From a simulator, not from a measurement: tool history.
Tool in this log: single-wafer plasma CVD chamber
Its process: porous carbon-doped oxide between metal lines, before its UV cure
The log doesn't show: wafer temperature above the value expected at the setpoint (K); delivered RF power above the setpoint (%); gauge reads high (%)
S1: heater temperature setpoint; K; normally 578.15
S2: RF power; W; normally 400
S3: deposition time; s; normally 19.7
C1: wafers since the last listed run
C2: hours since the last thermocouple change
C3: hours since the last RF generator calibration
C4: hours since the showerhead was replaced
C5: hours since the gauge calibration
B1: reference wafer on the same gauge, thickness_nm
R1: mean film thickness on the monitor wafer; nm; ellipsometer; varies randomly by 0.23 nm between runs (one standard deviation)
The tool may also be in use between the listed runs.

| run | hour | S1 | S2 | S3 | C1 | C2 | C3 | C4 | C5 | B1 | R1 |
|---|---|---|---|---|---|---|---|---|---|---|---|
| 1 | 0 | 578.15 | 360 | 18.9 | 0 | 2244.8 | 625.4 | 3661.9 | 323 | 85.758 | 70.719 |
| 2 | 13.3 | 578.15 | 360 | 18.9 | 331 | 2258.1 | 638.7 | 3675.2 | 336.3 | 85.935 | 70.413 |
| 3 | 24.5 | 578.15 | 400 | 17.7 | 278 | 2269.3 | 649.9 | 3686.4 | 347.5 | 85.771 | 73.917 |
| 4 | 34.1 | 578.15 | 400 | 19.7 | 239 | 2278.9 | 659.5 | 3696 | 357.1 | 85.677 | 82.188 |
| 5 | 50.8 | 578.15 | 400 | 19.7 | 415 | 2295.6 | 676.2 | 3712.7 | 373.8 | 85.773 | 81.653 |
| 6 | 64.9 | 578.15 | 400 | 19.7 | 351 | 2309.7 | 690.3 | 3726.8 | 387.9 | 85.915 | 82.128 |
| 7 | 81.7 | 578.15 | 400 | 19.7 | 418 | 2326.5 | 707.1 | 3743.6 | 404.7 | 85.863 | 81.674 |
| 8 | 95.7 | 578.15 | 400 | 22.2 | 348 | 2340.5 | 721.1 | 3757.6 | 418.7 | 85.784 | 91.294 |
| 9 | 112.8 | 578.15 | 400 | 19.7 | 425 | 2357.6 | 738.2 | 3774.7 | 435.8 | 85.839 | 81.863 |
| 10 | 121.3 | 587.15 | 355 | 18.1 | 211 | 2366.1 | 746.7 | 3783.2 | 444.3 | 85.847 | 63.857 |
| 11 | 138.8 | 578.15 | 400 | 19.7 | 435 | 2383.6 | 764.2 | 3800.7 | 461.8 | 85.794 | 81.283 |
| 12 | 145.5 | 566.15 | 325 | 20.8 | 166 | 2390.3 | 770.9 | 3807.4 | 468.5 | 85.855 | 73.989 |
| 13 | 157.5 | 587.15 | 355 | 21.6 | 298 | 2402.3 | 782.9 | 3819.4 | 480.5 | 85.779 | 75.412 |
| 14 | 164.6 | 567.15 | 440 | 21.8 | 176 | 2409.4 | 790 | 3826.5 | 487.6 | 85.852 | 104.347 |
|  | 175.7 | thermocouple changed; heater temperature recalibrated |
|  | 182.3 | RF generator calibrated |
| 15 | 182.8 | 586.15 | 455 | 23.2 | 92 | 7.1 | 0.5 | 3844.7 | 505.8 | 85.86 | 104.936 |
| 16 | 187.8 | 578.15 | 400 | 19.7 | 124 | 12.1 | 5.5 | 3849.7 | 510.8 | 85.881 | 82.972 |
| 17 | 199.5 | 585.15 | 400 | 19.7 | 291 | 23.8 | 17.2 | 3861.4 | 522.5 | 85.936 | 79.821 |
| 18 | 207.9 | 578.15 | 435 | 19.7 | 209 | 32.2 | 25.6 | 3869.8 | 530.9 | 85.676 | 89.751 |
| 19 | 217.6 | 578.15 | 400 | 19.7 | 241 | 41.9 | 35.3 | 3879.5 | 540.6 | 85.825 | 82.807 |
| 20 | 227.5 | 565.15 | 455 | 21.8 | 246 | 51.8 | 45.2 | 3889.4 | 550.5 | 85.711 | 110.403 |
| 21 | 238.4 | 578.15 | 445 | 19.7 | 271 | 62.7 | 56.1 | 3900.3 | 561.4 | 85.834 | 91.793 |
| 22 | 254 | 578.15 | 355 | 20.9 | 388 | 78.3 | 71.7 | 3915.9 | 577 | 85.777 | 77.805 |
| 23 | 265.8 | 578.15 | 360 | 18.9 | 293 | 90.1 | 83.5 | 3927.7 | 588.8 | 85.816 | 71.758 |
|  | 284.4 | showerhead replaced |
|  | 286.4 | gauge calibrated |
| 24 | 309.7 | 566.15 | 400 | 23 | 894 | 134 | 127.4 | 25.3 | 23.3 | 85.778 | 102.004 |
| 25 | 321.1 | 578.15 | 400 | 19.7 | 283 | 145.4 | 138.8 | 36.7 | 34.7 | 85.769 | 82.733 |
| 26 | 330.3 | 578.15 | 400 | 19.7 | 229 | 154.6 | 148 | 45.9 | 43.9 | 85.752 | 82.408 |
| 27 | 346 | 567.15 | 400 | 22.4 | 391 | 170.3 | 163.7 | 61.6 | 59.6 | 85.743 | 99.266 |
| 28 | 357.8 | 578.15 | 400 | 16.7 | 293 | 182.1 | 175.5 | 73.4 | 71.4 | 85.881 | 70.479 |
| 29 | 373.6 | 574.15 | 440 | 22 | 393 | 197.9 | 191.3 | 89.2 | 87.2 | 85.91 | 103.389 |
| 30 | 387.9 | 578.15 | 400 | 19.7 | 356 | 212.2 | 205.6 | 103.5 | 101.5 | 85.733 | 82.968 |
| 31 | 402.2 | 583.15 | 365 | 20.7 | 356 | 226.5 | 219.9 | 117.8 | 115.8 | 85.759 | 76.634 |
| 32 | 413.2 | 585.15 | 400 | 18.5 | 273 | 237.5 | 230.9 | 128.8 | 126.8 | 85.657 | 75.509 |
| 33 | 426 | 578.15 | 400 | 19.7 | 318 | 250.3 | 243.7 | 141.6 | 139.6 | 85.859 | 82.815 |

Below are 5 alternative next runs, each starting from the tool's condition after run 33. Predict each:
| A | 426.4 | 564.15 | 400 | 19.7 | 9 | 250.7 | 244.1 | 142 | 140 | ? | ? |
| B | 426.4 | 578.15 | 430 | 23.1 | 9 | 250.7 | 244.1 | 142 | 140 | ? | ? |
| C | 426.4 | 584.15 | 400 | 19.7 | 9 | 250.7 | 244.1 | 142 | 140 | ? | ? |
| D | 426.4 | 592.15 | 450 | 16.3 | 9 | 250.7 | 244.1 | 142 | 140 | ? | ? |
| E | 426.4 | 578.15 | 400 | 22.7 | 9 | 250.7 | 244.1 | 142 | 140 | ? | ? |

| run | B1 | R1 |
|---|---|---|
| A | 85.821 | 88.855 |
| B | 85.821 | 103.15 |
| C | 85.821 | 80.05 |
| D | 85.821 | 71.742 |
| E | 85.821 | 94.609 |
Take away the tool's hidden state, keep each run's random variation, and the runs would have read:
| run | R1 |
|---|---|
| A | 89.295 |
| B | 103.661 |
| C | 80.447 |
| D | 72.051 |
| E | 95.078 |
